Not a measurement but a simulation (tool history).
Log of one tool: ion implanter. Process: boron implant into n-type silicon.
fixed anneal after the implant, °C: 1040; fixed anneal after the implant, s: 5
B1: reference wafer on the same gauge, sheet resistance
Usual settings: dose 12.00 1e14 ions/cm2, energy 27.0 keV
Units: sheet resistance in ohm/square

{"run": 1, "hour": 0.0, "dose": 13.17, "energy": 27.0, "B1": 115.04, "sheet resistance": 97.62}
{"run": 2, "hour": 14.5, "dose": 13.17, "energy": 27.0, "B1": 114.96, "sheet resistance": 97.32}
{"run": 3, "hour": 31.7, "dose": 13.17, "energy": 27.0, "B1": 115.05, "sheet resistance": 97.41}
{"run": 4, "hour": 95.5, "dose": 13.61, "energy": 30.5, "B1": 115.01, "sheet resistance": 94.3}
{"hour": 170.0, "done": "gauge calibrated"}
{"run": 5, "hour": 171.7, "dose": 12.0, "energy": 33.0, "B1": 115.02, "sheet resistance": 103.7}
{"run": 6, "hour": 184.6, "dose": 12.0, "energy": 33.0, "B1": 115.07, "sheet resistance": 104.14}
{"run": 7, "hour": 207.2, "dose": 12.0, "energy": 33.0, "B1": 115.04, "sheet resistance": 104.08}
{"run": 8, "hour": 275.4, "dose": 13.09, "energy": 27.0, "B1": 114.94, "sheet resistance": 97.86}
{"run": 9, "hour": 330.8, "dose": 13.09, "energy": 27.0, "B1": 115.04, "sheet resistance": 98.06}
{"run": 10, "hour": 427.5, "dose": 14.28, "energy": 32.5, "B1": 115.01, "sheet resistance": 89.94}
{"run": 11, "hour": 462.5, "dose": 14.28, "energy": 32.5, "B1": 115.03, "sheet resistance": 90.06}
{"run": 12, "hour": 490.4, "dose": 10.96, "energy": 33.0, "B1": 114.94, "sheet resistance": 112.07}
{"run": 13, "hour": 517.1, "dose": 10.96, "energy": 33.0, "B1": 115.04, "sheet resistance": 111.98}
{"run": 14, "hour": 552.5, "dose": 13.27, "energy": 27.0, "B1": 115.0, "sheet resistance": 96.53}
{"run": 15, "hour": 568.8, "dose": 13.27, "energy": 27.0, "B1": 115.03, "sheet resistance": 96.76}
{"run": 16, "hour": 581.9, "dose": 12.0, "energy": 27.0, "B1": 115.06, "sheet resistance": 105.23}
{"run": 17, "hour": 609.5, "dose": 12.0, "energy": 27.0, "B1": 114.99, "sheet resistance": 105.02}
{"run": 18, "hour": 627.2, "dose": 12.0, "energy": 27.0, "B1": 115.06, "sheet resistance": 104.9}
{"run": 19, "hour": 649.8, "dose": 15.2, "energy": 21.0, "B1": 115.0, "sheet resistance": 89.95}
{"run": 20, "hour": 679.5, "dose": 13.56, "energy": 22.0, "B1": 114.93, "sheet resistance": 96.97}
{"run": 21, "hour": 758.5, "dose": 9.62, "energy": 23.0, "B1": 115.04, "sheet resistance": 127.59}
{"hour": 765.6, "done": "gauge calibrated"}
{"run": 22, "hour": 778.9, "dose": 14.22, "energy": 19.5, "B1": 114.93, "sheet resistance": 95.31}
{"hour": 832.2, "done": "extraction supply calibrated"}
{"run": 23, "hour": 877.4, "dose": 15.05, "energy": 35.5, "B1": 115.01, "sheet resistance": 85.88}
{"run": 24, "hour": 896.4, "dose": 12.0, "energy": 27.0, "B1": 114.96, "sheet resistance": 105.04}
{"hour": 917.0, "done": "Faraday cup replaced and dose calibrated"}
{"run": 25, "hour": 917.5, "dose": 13.04, "energy": 24.5, "B1": 114.94, "sheet resistance": 99.97}
{"run": 26, "hour": 945.5, "dose": 13.25, "energy": 33.5, "B1": 115.01, "sheet resistance": 96.46}
{"run": 27, "hour": 975.5, "dose": 12.0, "energy": 27.0, "B1": 115.03, "sheet resistance": 106.12}
{"run": 28, "hour": 991.4, "dose": 14.83, "energy": 20.5, "B1": 115.0, "sheet resistance": 92.51}
{"run": 29, "hour": 1021.6, "dose": 13.35, "energy": 33.5, "B1": 114.96, "sheet resistance": 95.81}
{"run": 30, "hour": 1055.5, "dose": 12.0, "energy": 27.0, "B1": 114.96, "sheet resistance": 105.49}
{"run": 31, "hour": 1082.3, "dose": 10.98, "energy": 36.0, "B1": 115.0, "sheet resistance": 112.01}
{"run": 32, "hour": 1100.2, "dose": 12.0, "energy": 27.0, "B1": 115.0, "sheet resistance": 105.81}
{"run": 33, "hour": 1119.4, "dose": 10.21, "energy": 19.0, "B1": 115.06, "sheet resistance": 124.1}
{"run": 34, "hour": 1134.3, "dose": 14.19, "energy": 32.0, "B1": 114.97, "sheet resistance": 91.44}
{"run": 35, "hour": 1167.1, "dose": 10.67, "energy": 27.0, "B1": 115.03, "sheet resistance": 116.39}
{"run": 36, "hour": 1203.0, "dose": 14.61, "energy": 23.5, "B1": 114.95, "sheet resistance": 91.73}

5 ways to go on from here, each from the tool as it stands after run 36. What would each give?
{"run": "A", "hour": 1203.4, "dose": 12.0, "energy": 27.0, "B1": "?", "sheet resistance": "?"}
{"run": "B", "hour": 1203.4, "dose": 14.47, "energy": 27.0, "B1": "?", "sheet resistance": "?"}
{"run": "C", "hour": 1203.4, "dose": 10.88, "energy": 19.0, "B1": "?", "sheet resistance": "?"}
{"run": "D", "hour": 1203.4, "dose": 10.51, "energy": 34.0, "B1": "?", "sheet resistance": "?"}
{"run": "E", "hour": 1203.4, "dose": 11.05, "energy": 27.0, "B1": "?", "sheet resistance": "?"}

run=A B1=115.01 sheet_resistance=105.46
run=B B1=115.01 sheet_resistance=90.84
run=C B1=115.01 sheet_resistance=117.67
run=D B1=115.01 sheet_resistance=116.30
run=E B1=115.01 sheet_resistance=112.89
Without the tool's hidden state the same runs would have given:
run=A sheet_resistance=105.88
run=B sheet_resistance=91.19
run=C sheet_resistance=118.14
run=D sheet_resistance=116.77
run=E sheet_resistance=113.36
